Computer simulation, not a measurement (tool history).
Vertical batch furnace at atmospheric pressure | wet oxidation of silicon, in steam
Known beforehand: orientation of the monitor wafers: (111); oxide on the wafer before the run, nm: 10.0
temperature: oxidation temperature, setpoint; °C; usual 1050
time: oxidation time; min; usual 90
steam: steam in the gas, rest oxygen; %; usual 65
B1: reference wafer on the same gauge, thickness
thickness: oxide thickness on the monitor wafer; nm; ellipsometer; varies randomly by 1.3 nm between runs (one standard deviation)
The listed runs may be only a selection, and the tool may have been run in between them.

Run 1, day 0: usual settings but time 108.5 min, steam 61 %; B1 664.83. Result: thickness 650.69 nm.
Run 2, day 1.35: usual settings but temperature 1063 °C, steam 75 %; B1 665.01. Result: thickness 693.5 nm.
Run 3, day 2.379: usual settings but temperature 1063 °C, steam 75 %; B1 664.98. Result: thickness 689.01 nm.
Run 4, day 3.879: usual settings; B1 664.75. Result: thickness 607.56 nm.
Run 5, day 5.179: usual settings; B1 665.22. Result: thickness 605.96 nm.
Run 6, day 5.929: usual settings but time 121.5 min; B1 664.8. Result: thickness 718.4 nm.
Run 7, day 7.254: usual settings but temperature 1041 °C; B1 665.19. Result: thickness 583.12 nm.
Run 8, day 10.496: usual settings but temperature 1041 °C; B1 664.98. Result: thickness 583.03 nm.
Run 9, day 11.325: usual settings but temperature 1041 °C; B1 664.93. Result: thickness 582.59 nm.
Run 10, day 12.562: usual settings; B1 665.04. Result: thickness 605.68 nm.
Run 11, day 14.25: usual settings; B1 664.96. Result: thickness 606.87 nm.
Run 12, day 15.733: usual settings; B1 664.58. Result: thickness 609.42 nm.
Run 13, day 18.012: usual settings but time 63 min, steam 61 %; B1 664.9. Result: thickness 477.95 nm.
Run 14, day 18.208: usual settings but time 57 min; B1 665.03. Result: thickness 470.13 nm.
Run 15, day 18.65: usual settings; B1 664.85. Result: thickness 606.22 nm.
Run 16, day 19.738: usual settings; B1 664.76. Result: thickness 606.86 nm.
Run 17, day 20.688: usual settings but time 107.5 min, steam 53 %; B1 665.31. Result: thickness 597.06 nm.
Run 18, day 21.367: usual settings but steam 57 %; B1 665.25. Result: thickness 563.05 nm.
Run 19, day 22.1: usual settings but temperature 1025 °C, time 124 min, steam 58 %; B1 665.35. Result: thickness 611.05 nm.
Run 20, day 23.062: usual settings but temperature 1028 °C, time 117 min; B1 664.95. Result: thickness 641.36 nm.
Run 21, day 24.108: usual settings; B1 665.01. Result: thickness 606.11 nm.
Run 22, day 25.467: usual settings but time 66.5 min, steam 73 %; B1 664.82. Result: thickness 545.53 nm.
Run 23, day 26.8: usual settings; B1 665.2. Result: thickness 604.27 nm.
Run 24, day 27.554: usual settings but steam 61 %; B1 664.81. Result: thickness 585.08 nm.
Run 25, day 28.5: usual settings but temperature 1039 °C, steam 72 %; B1 665.03. Result: thickness 613.25 nm.
Run 26, day 29.333: usual settings; B1 665.05. Result: thickness 604.14 nm.
Run 27, day 30.133: usual settings but temperature 1061 °C; B1 665.16. Result: thickness 634.48 nm.
Run 28, day 30.842: usual settings but time 45.5 min, steam 54 %; B1 664.82. Result: thickness 368.07 nm.
Run 29, day 31.533: usual settings but time 68 min; B1 665.19. Result: thickness 517.02 nm.
Run 30, day 32.712: usual settings but temperature 1039 °C, steam 72 %; B1 664.64. Result: thickness 614.17 nm.
Run 31, day 33.954: usual settings but steam 69 %; B1 665.13. Result: thickness 627.2 nm.
Run 32, day 35.433: usual settings; B1 665.05. Result: thickness 607.4 nm.

Taken out of this log: 3 entries between the listed runs. Where each belongs, and how the hidden state differs across it:
Between runs 10 and 11: steam generator serviced (day 14.229)
  nothing in the hidden state changes from one run to the other
Between runs 12 and 13: thermocouples replaced and temperature profile calibrated (day 17.992)
  nothing in the hidden state changes from one run to the other
Between runs 21 and 22: gauge calibrated (day 24.367)
  nothing in the hidden state changes from one run to the other
